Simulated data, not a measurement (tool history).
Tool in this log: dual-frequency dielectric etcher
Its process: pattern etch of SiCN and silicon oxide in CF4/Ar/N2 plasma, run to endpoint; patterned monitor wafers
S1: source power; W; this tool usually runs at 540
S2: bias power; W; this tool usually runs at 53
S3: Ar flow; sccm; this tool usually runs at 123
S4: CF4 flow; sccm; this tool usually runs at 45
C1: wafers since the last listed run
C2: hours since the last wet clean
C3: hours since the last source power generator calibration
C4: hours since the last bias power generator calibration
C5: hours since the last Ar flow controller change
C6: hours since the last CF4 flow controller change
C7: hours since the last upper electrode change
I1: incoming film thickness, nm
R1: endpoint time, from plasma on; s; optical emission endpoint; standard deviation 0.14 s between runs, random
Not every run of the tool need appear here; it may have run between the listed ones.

run	hour	S1	S2	S3	S4	C1	C2	C3	C4	C5	C6	C7	I1	R1
1	0	540	56	123	45	0	372.3	981.5	3121.8	1568.5	4958.2	468.6	15.36	17.9
2	73.8	540	53	123	45	1227	446.1	1055.3	3195.6	1642.3	5032	542.4	15.38	18.4
3	144.2	540	53	123	55	1171	516.5	1125.7	3266	1712.7	5102.4	612.8	15.57	17.5
# hour 199: CF4 flow controller replaced
4	199.5	540	53	114	45	820	571.8	1181	3321.3	1768	0.5	668.1	15.31	18.2
5	245.6	540	41	123	48	766	617.9	1227.1	3367.4	1814.1	46.6	714.2	15.6	20.2
6	293.5	590	49	96	45	796	665.8	1275	3415.3	1862	94.5	762.1	15.48	16.7
# hour 375.3: bias power generator calibrated
# hour 379.4: wet clean of the chamber
7	381.3	540	53	123	49	1326	1.9	1362.8	6	1949.8	182.3	849.9	15.38	18
# hour 422.9: Ar flow controller replaced
8	469.8	620	53	132	56	1372	90.4	1451.3	94.5	46.9	270.8	938.4	15.45	15.8
9	531.9	410	42	133	45	1033	152.5	1513.4	156.6	109	332.9	1000.5	15.23	25.8
10	609	540	53	123	45	1282	229.6	1590.5	233.7	186.1	410	1077.6	15.51	18.6
# hour 626.8: source power generator calibrated
11	664.9	540	62	123	50	863	285.5	38.1	289.6	242	465.9	1133.5	15.39	16.3
12	762.9	610	48	152	52	1630	383.5	136.1	387.6	340	563.9	1231.5	15.27	16.7
13	851.4	540	49	113	52	1472	472	224.6	476.1	428.5	652.4	1320	15.27	17.4
14	942.4	540	53	123	45	1513	563	315.6	567.1	519.5	743.4	1411	15.42	17.9
# hour 1055.9: wet clean of the chamber
15	1056.4	410	64	131	39	1497	0.5	429.6	681.1	633.5	857.4	1525	15.43	22.4
16	1092.9	450	61	135	50	607	37	466.1	717.6	670	893.9	1561.5	15.61	20.5
17	1196	540	53	123	45	1715	140.1	569.2	820.7	773.1	997	1664.6	15.32	18.3
18	1270.7	540	53	143	45	1242	214.8	643.9	895.4	847.8	1071.7	1739.3	15.23	18.8
19	1358.3	450	57	152	45	1457	302.4	731.5	983	935.4	1159.3	1826.9	15.39	21.7
20	1396.2	540	53	123	45	630	340.3	769.4	1020.9	973.3	1197.2	1864.8	15.29	18.2
21	1458.1	540	53	123	45	1029	402.2	831.3	1082.8	1035.2	1259.1	1926.7	15.46	18.2
22	1497.5	540	53	123	35	655	441.6	870.7	1122.2	1074.6	1298.5	1966.1	15.35	19.5
23	1580.6	540	53	108	45	1382	524.7	953.8	1205.3	1157.7	1381.6	2049.2	15.28	17.7
24	1688.2	590	64	98	45	1790	632.3	1061.4	1312.9	1265.3	1489.2	2156.8	15.35	15.2
25	1768.1	540	53	123	45	1329	712.2	1141.3	1392.8	1345.2	1569.1	2236.7	15.48	18.7

Had the tool no unlogged condition, and each run kept its random variation, what would the results have been?
What the log doesn't record here: etch rate over this chamber's usual, %; source power that arrives over what is set, %; bias power that arrives over what is set, %; Ar flow that arrives over what is set, %; CF4 flow that arrives over what is set, %.
run	R1
1	17.5
2	18
3	17.1
4	17.8
5	19.7
6	16.3
7	17.5
8	15.3
9	25
10	18
11	16.3
12	16.6
13	17.3
14	17.7
15	22.1
16	20.3
17	18.1
18	18.5
19	21.3
20	17.8
21	17.9
22	19.1
23	17.3
24	14.8
25	18.2
